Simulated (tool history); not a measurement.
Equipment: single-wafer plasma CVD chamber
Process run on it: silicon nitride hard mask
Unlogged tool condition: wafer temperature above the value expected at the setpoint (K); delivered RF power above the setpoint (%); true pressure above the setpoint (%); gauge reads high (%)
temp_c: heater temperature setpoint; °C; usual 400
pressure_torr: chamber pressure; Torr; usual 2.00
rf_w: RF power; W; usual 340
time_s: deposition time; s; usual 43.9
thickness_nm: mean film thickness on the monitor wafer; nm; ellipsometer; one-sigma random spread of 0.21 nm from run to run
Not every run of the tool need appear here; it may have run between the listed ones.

run,hour,temp_c,pressure_torr,rf_w,time_s,wafers since the last listed run,hours since the last thermocouple change,hours since the last RF generator calibration,hours since the last manometer calibration,hours since the showerhead was replaced,hours since the gauge calibration,"read-back reference wafer on the same gauge, thickness_nm",thickness_nm
1,0.0,400,2.00,340,43.9,0,1771.5,249.3,1623.6,4439.5,316.9,55.575,63.528
2,81.3,400,2.00,340,43.9,1734,1852.8,330.6,1704.9,4520.8,398.2,55.609,62.961
3,151.8,400,2.00,340,43.9,1504,1923.3,401.1,1775.4,4591.3,468.7,55.614,63.318
4,207.5,389,2.11,340,43.9,1188,1979.0,456.8,1831.1,4647.0,524.4,55.584,65.325
5,277.2,389,2.11,340,43.9,1487,2048.7,526.5,1900.8,4716.7,594.1,55.567,65.088
6,334.1,389,2.11,340,43.9,1214,2105.6,583.4,1957.7,4773.6,651.0,55.597,64.841
7,438.2,400,2.00,340,40.9,2221,2209.7,687.5,2061.8,4877.7,755.1,55.599,59.232
8,484.9,400,2.00,340,40.9,996,2256.4,734.2,2108.5,4924.4,801.8,55.634,58.795
9,591.0,400,2.00,340,43.9,2264,2362.5,840.3,2214.6,5030.5,907.9,55.583,63.405
# hour 613.4: thermocouple changed; heater temperature recalibrated
# hour 631.2: capacitance manometer re-zeroed and calibrated
10,657.4,400,2.00,340,43.9,1075,44.0,906.7,26.2,5096.9,974.3,55.616,63.473
11,728.4,400,2.00,340,43.9,1515,115.0,977.7,97.2,5167.9,1045.3,55.552,63.487
12,776.9,400,2.00,380,41.1,1034,163.5,1026.2,145.7,5216.4,1093.8,55.626,62.042
13,874.1,405,2.00,385,46.9,2074,260.7,1123.4,242.9,5313.6,1191.0,55.631,70.805
14,944.7,387,2.41,340,43.9,1506,331.3,1194.0,313.5,5384.2,1261.6,55.597,67.775
15,1009.4,406,2.00,340,43.9,1380,396.0,1258.7,378.2,5448.9,1326.3,55.620,63.558
# hour 1101.7: gauge calibrated
16,1147.8,400,2.00,340,43.9,2953,534.4,1397.1,516.6,5587.3,46.1,55.569,63.356
17,1213.0,400,2.00,340,43.9,1391,599.6,1462.3,581.8,5652.5,111.3,55.602,63.186
18,1255.6,388,2.18,290,43.9,909,642.2,1504.9,624.4,5695.1,153.9,55.578,61.608
# hour 1272.5: RF generator calibrated
19,1321.8,413,2.00,340,43.9,1241,708.4,49.3,690.6,5761.3,220.1,55.609,63.210
20,1359.6,415,2.00,340,43.9,806,746.2,87.1,728.4,5799.1,257.9,55.619,63.064
# hour 1380.6: showerhead replaced
21,1430.7,400,2.00,405,51.7,1346,817.3,158.2,799.5,50.1,329.0,55.594,80.110
22,1535.4,400,2.00,380,43.9,2234,922.0,262.9,904.2,154.8,433.7,55.579,66.050

Expected results for the next run?
23,1629.0,387,2.46,340,43.9,1997,1015.6,356.5,997.8,248.4,527.3,?,?

read-back reference wafer on the same gauge, thickness_nm: 55.592
thickness_nm: 68.501 nm
Without the tool's hidden state the same run would have given thickness_nm 68.501 nm.

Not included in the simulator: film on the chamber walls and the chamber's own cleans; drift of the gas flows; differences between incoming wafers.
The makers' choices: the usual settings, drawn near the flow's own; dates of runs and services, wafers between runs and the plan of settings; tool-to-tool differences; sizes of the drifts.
